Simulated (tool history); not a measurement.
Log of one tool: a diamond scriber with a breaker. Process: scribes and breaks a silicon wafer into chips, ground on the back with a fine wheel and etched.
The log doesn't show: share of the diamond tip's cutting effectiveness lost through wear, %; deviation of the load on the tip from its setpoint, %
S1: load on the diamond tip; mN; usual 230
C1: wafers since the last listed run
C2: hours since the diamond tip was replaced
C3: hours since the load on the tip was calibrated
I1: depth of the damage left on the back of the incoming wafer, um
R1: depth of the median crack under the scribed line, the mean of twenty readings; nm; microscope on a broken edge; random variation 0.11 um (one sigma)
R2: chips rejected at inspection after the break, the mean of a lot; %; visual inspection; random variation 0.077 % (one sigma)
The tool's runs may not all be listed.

run   hour   S1   C1     C2     C3    I1    R1     R2
  1    0.0  230    0  778.1  705.1  0.49  7880   1.40
  2   18.4  230   28  796.5  723.5  0.49  7640   1.50
  3   47.3  230   44  825.4  752.4  0.40  7700   1.62
  4   66.3  214   29  844.4  771.4  0.41  7120   2.09
  5   80.1  214   21  858.2  785.2  0.54  7520   2.31
  6  106.3  230   40  884.4  811.4  0.66  7480   1.64
  7  119.6  230   20  897.7  824.7  0.56  7520   1.65
  8  138.6  230   29  916.7  843.7  0.56  7560   1.84
     150.6  -- load on the tip recalibrated
  9  170.7  171   46  948.8   20.1  0.70  5830  11.22
 10  195.0  283   37  973.1   44.4  0.39  8310   1.41
     221.9  -- load on the tip recalibrated, repeated, since the last time left the tool worse
     247.9  -- diamond tip replaced by a new one
 11  278.1  178  121   30.2   56.2  0.37  6940   3.96
 12  294.0  178   24   46.1   72.1  0.34  6790   3.62
 13  339.1  176   69   91.2  117.2  0.66  6790   4.07
 14  351.4  208   18  103.5  129.5  0.63  7660   1.81

Forecast each of these 5 alternatives for the next run:
  A  352.1  177   1  104.2  130.2  0.70   ?   ?
  B  352.1  175   1  104.2  130.2  0.70   ?   ?
  C  352.1  190   1  104.2  130.2  0.70   ?   ?
  D  352.1  279   1  104.2  130.2  0.70   ?   ?
  E  352.1  161   1  104.2  130.2  0.70   ?   ?

run    R1    R2
  A  6790  4.08
  B  6740  4.31
  C  7120  2.86
  D  9170  2.57
  E  6380  6.25
Without the tool's hidden state the same runs would have given:
run    R1    R2
  A  6840  3.89
  B  6790  4.11
  C  7170  2.71
  D  9230  2.71
  E  6430  5.99
